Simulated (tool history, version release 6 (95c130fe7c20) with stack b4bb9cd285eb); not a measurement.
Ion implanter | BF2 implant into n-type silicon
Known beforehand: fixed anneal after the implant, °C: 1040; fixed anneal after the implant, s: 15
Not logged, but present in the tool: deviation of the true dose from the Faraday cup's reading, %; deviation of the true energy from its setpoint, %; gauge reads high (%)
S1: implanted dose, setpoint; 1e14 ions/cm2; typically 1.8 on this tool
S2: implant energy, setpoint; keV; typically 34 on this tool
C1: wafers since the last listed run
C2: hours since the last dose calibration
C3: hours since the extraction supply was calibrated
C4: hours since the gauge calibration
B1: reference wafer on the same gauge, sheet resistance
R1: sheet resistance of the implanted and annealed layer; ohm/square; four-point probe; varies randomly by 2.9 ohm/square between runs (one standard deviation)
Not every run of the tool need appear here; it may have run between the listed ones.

{"run": 1, "hour": 0.0, "S1": 1.8, "S2": 34, "C1": 0, "C2": 377.6, "C3": 5006, "C4": 507, "B1": 540.2, "R1": 561.39}
{"run": 2, "hour": 26.4, "S1": 1.8, "S2": 34, "C1": 254, "C2": 404, "C3": 5032.4, "C4": 533.4, "B1": 540.18, "R1": 567.45}
{"hour": 139.9, "done": "Faraday cup replaced and dose calibrated"}
{"run": 3, "hour": 160.2, "S1": 1.8, "S2": 34, "C1": 1211, "C2": 20.3, "C3": 5166.2, "C4": 667.2, "B1": 541.32, "R1": 565.74}
{"run": 4, "hour": 186.9, "S1": 1.68, "S2": 34, "C1": 257, "C2": 47, "C3": 5192.9, "C4": 693.9, "B1": 542.25, "R1": 599.35}
{"run": 5, "hour": 251.5, "S1": 1.68, "S2": 34, "C1": 621, "C2": 111.6, "C3": 5257.5, "C4": 758.5, "B1": 543.69, "R1": 599.48}
{"run": 6, "hour": 286.8, "S1": 1.8, "S2": 34, "C1": 339, "C2": 146.9, "C3": 5292.8, "C4": 793.8, "B1": 543.51, "R1": 565.09}
{"run": 7, "hour": 351.8, "S1": 1.8, "S2": 34, "C1": 625, "C2": 211.9, "C3": 5357.8, "C4": 858.8, "B1": 543.86, "R1": 566.07}
{"run": 8, "hour": 380.9, "S1": 1.8, "S2": 34, "C1": 280, "C2": 241, "C3": 5386.9, "C4": 887.9, "B1": 546.03, "R1": 568.46}
{"run": 9, "hour": 547.5, "S1": 1.8, "S2": 34, "C1": 1604, "C2": 407.6, "C3": 5553.5, "C4": 1054.5, "B1": 547.09, "R1": 571.92}
{"hour": 576.4, "done": "extraction supply calibrated"}
{"run": 10, "hour": 593.0, "S1": 1.48, "S2": 34, "C1": 361, "C2": 453.1, "C3": 16.6, "C4": 1100, "B1": 548.76, "R1": 681.14}
{"run": 11, "hour": 617.9, "S1": 1.48, "S2": 34, "C1": 239, "C2": 478, "C3": 41.5, "C4": 1124.9, "B1": 548.16, "R1": 670.29}
{"hour": 651.1, "done": "gauge calibrated"}
{"hour": 698.3, "done": "Faraday cup replaced and dose calibrated"}
{"run": 12, "hour": 792.5, "S1": 1.8, "S2": 34, "C1": 1604, "C2": 94.2, "C3": 216.1, "C4": 141.4, "B1": 535.11, "R1": 559.23}
{"run": 13, "hour": 822.4, "S1": 1.47, "S2": 23.5, "C1": 287, "C2": 124.1, "C3": 246, "C4": 171.3, "B1": 535.54, "R1": 694.35}
{"run": 14, "hour": 958.4, "S1": 1.59, "S2": 42, "C1": 1309, "C2": 260.1, "C3": 382, "C4": 307.3, "B1": 536.82, "R1": 601.56}
{"run": 15, "hour": 1023.0, "S1": 1.8, "S2": 34, "C1": 621, "C2": 324.7, "C3": 446.6, "C4": 371.9, "B1": 536.98, "R1": 563.43}
{"run": 16, "hour": 1089.2, "S1": 1.63, "S2": 28, "C1": 637, "C2": 390.9, "C3": 512.8, "C4": 438.1, "B1": 537.03, "R1": 623}
{"run": 17, "hour": 1126.9, "S1": 1.8, "S2": 34, "C1": 362, "C2": 428.6, "C3": 550.5, "C4": 475.8, "B1": 537.51, "R1": 560.61}
{"hour": 1153.9, "done": "Faraday cup replaced and dose calibrated"}
{"run": 18, "hour": 1171.8, "S1": 1.48, "S2": 34, "C1": 355, "C2": 17.9, "C3": 595.4, "C4": 520.7, "B1": 538.17, "R1": 659.96}
{"run": 19, "hour": 1229.4, "S1": 1.8, "S2": 34, "C1": 554, "C2": 75.5, "C3": 653, "C4": 578.3, "B1": 539.39, "R1": 562.07}
{"run": 20, "hour": 1283.1, "S1": 1.59, "S2": 34, "C1": 517, "C2": 129.2, "C3": 706.7, "C4": 632, "B1": 538.58, "R1": 628.7}
{"run": 21, "hour": 1332.3, "S1": 1.53, "S2": 23, "C1": 473, "C2": 178.4, "C3": 755.9, "C4": 681.2, "B1": 539.48, "R1": 677.79}
{"run": 22, "hour": 1397.6, "S1": 1.68, "S2": 34, "C1": 628, "C2": 243.7, "C3": 821.2, "C4": 746.5, "B1": 539.91, "R1": 594.58}
{"run": 23, "hour": 1433.3, "S1": 1.8, "S2": 26, "C1": 343, "C2": 279.4, "C3": 856.9, "C4": 782.2, "B1": 540.62, "R1": 585.33}
{"run": 24, "hour": 1481.7, "S1": 1.8, "S2": 25, "C1": 466, "C2": 327.8, "C3": 905.3, "C4": 830.6, "B1": 540.56, "R1": 585.02}

The same runs without the tool's hidden state, with the same run-to-run variation:
run=1 R1=557.14
run=2 R1=562.9
run=3 R1=559.73
run=4 R1=592.62
run=5 R1=591.85
run=6 R1=557.39
run=7 R1=557.38
run=8 R1=559.27
run=9 R1=559.72
run=10 R1=665.56
run=11 R1=654.37
run=12 R1=559.73
run=13 R1=694.85
run=14 R1=601.35
run=15 R1=562.82
run=16 R1=621.78
run=17 R1=559.19
run=18 R1=657.81
run=19 R1=559.65
run=20 R1=625.33
run=21 R1=673.43
run=22 R1=589.85
run=23 R1=580.15
run=24 R1=579.1
